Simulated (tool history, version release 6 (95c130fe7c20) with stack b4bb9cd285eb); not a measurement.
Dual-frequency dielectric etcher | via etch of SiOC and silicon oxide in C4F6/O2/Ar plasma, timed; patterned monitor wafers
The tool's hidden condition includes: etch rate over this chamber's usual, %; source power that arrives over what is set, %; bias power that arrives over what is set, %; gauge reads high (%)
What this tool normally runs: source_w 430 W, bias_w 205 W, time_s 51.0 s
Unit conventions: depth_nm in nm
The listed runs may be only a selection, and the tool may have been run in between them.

run    hour  source_w  bias_w  time_s  wafers since the last listed run  hours since the last wet clean  hours since the last source power generator calibration  hours since the last bias power generator calibration  hours since the last upper electrode change  hours since the gauge calibration  read-back reference wafer on the same gauge, depth_nm  depth_nm
  1     0.0       430     205    51.0                                 0                           296.3                                                   3851.9                                                 3805.1                                       2389.6                              392.4                                                   61.5      60.6
  2    68.6       430     205    39.0                              1052                           364.9                                                   3920.5                                                 3873.7                                       2458.2                              461.0                                                   61.5      46.8
      110.7  -- wet clean of the chamber
  3   127.1       430     205    39.0                               529                            16.4                                                   3979.0                                                 3932.2                                       2516.7                              519.5                                                   61.5      44.8
  4   168.0       470     205    51.0                               627                            57.3                                                   4019.9                                                 3973.1                                       2557.6                              560.4                                                   61.5      61.8
      193.9  -- bias power generator calibrated
  5   219.3       470     205    51.0                               725                           108.6                                                   4071.2                                                   25.4                                       2608.9                              611.7                                                   61.5      61.8
      282.6  -- source power generator calibrated
      300.4  -- upper electrode replaced
  6   300.9       470     205    51.0                               916                           190.2                                                     18.3                                                  107.0                                          0.5                              693.3                                                   61.5      63.3
  7   320.6       340     205    51.0                               302                           209.9                                                     38.0                                                  126.7                                         20.2                              713.0                                                   61.5      51.7
  8   357.3       330     161    47.0                               562                           246.6                                                     74.7                                                  163.4                                         56.9                              749.7                                                   61.5      42.3
  9   426.2       430     205    51.0                              1056                           315.5                                                    143.6                                                  232.3                                        125.8                              818.6                                                   61.5      61.2
 10   493.0       520     227    61.0                              1024                           382.3                                                    210.4                                                  299.1                                        192.6                              885.4                                                   61.5      85.1
 11   536.7       480     205    51.0                               670                           426.0                                                    254.1                                                  342.8                                        236.3                              929.1                                                   61.5      65.5
      569.8  -- wet clean of the chamber
 12   576.6       490     205    63.0                               243                             6.8                                                    294.0                                                  382.7                                        276.2                              969.0                                                   61.4      77.2
 13   612.3       430     205    51.0                               547                            42.5                                                    329.7                                                  418.4                                        311.9                             1004.7                                                   61.5      58.6
 14   662.5       390     205    51.0                               769                            92.7                                                    379.9                                                  468.6                                        362.1                             1054.9                                                   61.4      54.8
 15   816.0       430     256    51.0                              2354                           246.2                                                    533.4                                                  622.1                                        515.6                             1208.4                                                   61.5      65.1
 16   847.0       470     205    51.0                               475                           277.2                                                    564.4                                                  653.1                                        546.6                             1239.4                                                   61.5      63.2
 17   873.9       430     219    51.0                               412                           304.1                                                    591.3                                                  680.0                                        573.5                             1266.3                                                   61.4      61.3
 18   904.7       380     177    51.0                               472                           334.9                                                    622.1                                                  710.8                                        604.3                             1297.1                                                   61.5      52.3
      981.9  -- wet clean of the chamber
 19  1062.0       430     205    51.0                              2044                            80.1                                                    779.4                                                  868.1                                        761.6                             1454.4                                                   61.6      58.6
     1068.8  -- gauge calibrated
 20  1092.4       510     205    51.0                               466                           110.5                                                    809.8                                                  898.5                                        792.0                               23.6                                                   61.4      65.0
 21  1118.0       360     205    51.0                               392                           136.1                                                    835.4                                                  924.1                                        817.6                               49.2                                                   61.4      52.8
 22  1160.3       430     205    51.0                               648                           178.4                                                    877.7                                                  966.4                                        859.9                               91.5                                                   61.4      59.0
 23  1220.1       430     157    51.0                               917                           238.2                                                    937.5                                                 1026.2                                        919.7                              151.3                                                   61.5      54.0
 24  1261.2       350     184    46.0                               630                           279.3                                                    978.6                                                 1067.3                                        960.8                              192.4                                                   61.5      45.6
     1437.4  -- wet clean of the chamber
 25  1468.8       430     205    42.5                              2816                            31.4                                                   1186.2                                                 1274.9                                       1168.4                              400.0                                                   61.5      49.2
 26  1533.0       430     205    51.0                               984                            95.6                                                   1250.4                                                 1339.1                                       1232.6                              464.2                                                   61.6      59.7
 27  1579.5       500     182    46.5                               713                           142.1                                                   1296.9                                                 1385.6                                       1279.1                              510.7                                                   61.5      56.5
 28  1642.4       430     162    44.0                               964                           205.0                                                   1359.8                                                 1448.5                                       1342.0                              573.6                                                   61.4      47.6
 29  1686.7       430     205    51.0                               679                           249.3                                                   1404.1                                                 1492.8                                       1386.3                              617.9                                                   61.5      60.7

Selected run-to-run steps in depth_nm, each split into two signed amounts: the part the tool would show with no hidden state at all (from settings, incoming material and random variation), and the remainder, which goes to the hidden state together with any gauge scatter not common to the measured and the hidden-state-free results:
Run 2 -> 3: wet clean of the chamber. depth_nm -2.0 nm: hidden state -1.7, all else -0.3.
Run 9 -> 10: source_w 430 -> 520, bias_w 205 -> 227, time_s 51.0 -> 61.0. depth_nm +23.9 nm: hidden state +1.4, all else +22.5.
Run 10 -> 11: source_w 520 -> 480, bias_w 227 -> 205, time_s 61.0 -> 51.0. depth_nm -19.6 nm: hidden state -0.5, all else -19.1.
Run 11 -> 12: source_w 480 -> 490, time_s 51.0 -> 63.0, wet clean of the chamber. depth_nm +11.7 nm: hidden state -3.7, all else +15.4.

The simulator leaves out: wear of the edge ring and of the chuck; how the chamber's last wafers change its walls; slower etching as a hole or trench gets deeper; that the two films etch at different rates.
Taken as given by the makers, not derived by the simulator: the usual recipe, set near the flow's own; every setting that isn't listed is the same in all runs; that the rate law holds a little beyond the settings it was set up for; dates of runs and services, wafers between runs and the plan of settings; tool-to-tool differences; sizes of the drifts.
